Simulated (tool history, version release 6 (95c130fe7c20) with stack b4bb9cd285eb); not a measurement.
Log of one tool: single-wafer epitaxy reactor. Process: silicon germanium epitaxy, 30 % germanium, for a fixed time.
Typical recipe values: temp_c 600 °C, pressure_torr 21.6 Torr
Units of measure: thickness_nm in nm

run	hour	temp_c	pressure_torr	read-back reference wafer on the same gauge, thickness_nm	thickness_nm
1	0	600	19	67.478	62.426
2	23.8	600	19	67.518	62.723
3	52.3	590	21.6	67.522	54.539
4	71.5	590	21.6	67.514	54.381
5	101.7	600	21.6	67.54	65.788
6	114.7	600	21.6	67.488	65.944
# hour 118.8: gauge calibrated
7	140.5	600	21.6	67.507	65.95
# hour 160.7: capacitance manometer re-zeroed and calibrated
8	161.2	600	21.6	67.493	66.523
# hour 171.6: pyrometer calibrated
# hour 174.8: showerhead replaced
9	183.7	600	21.6	67.5	71.534
10	207	609	21.6	67.49	84.544
# hour 232.5: pyrometer calibrated, repeated, since the last time left the tool worse
11	233.2	600	21.6	67.501	61.782
12	258.6	600	21.6	67.479	61.785
13	285.4	586	21.6	67.465	47.153
14	300.5	610	26.9	67.53	81.948
15	316.2	613	19.4	67.494	75.875
16	328.9	589	16.6	67.54	45.081
17	345	609	19	67.523	70.091

Branching from run 17: 5 alternative next runs. What would each branch give?
A	345.4	606	21.6	?	?
B	345.4	600	16.9	?	?
C	345.4	611	21.6	?	?
D	345.4	586	24.3	?	?
E	345.4	591	26.7	?	?

run	read-back reference wafer on the same gauge, thickness_nm	thickness_nm
A	67.513	69.36
B	67.513	56.024
C	67.513	76.208
D	67.513	49.335
E	67.513	56.564
With no hidden state in the tool, these same runs would have given:
run	thickness_nm
A	69.2
B	55.893
C	76.034
D	49.215
E	56.428
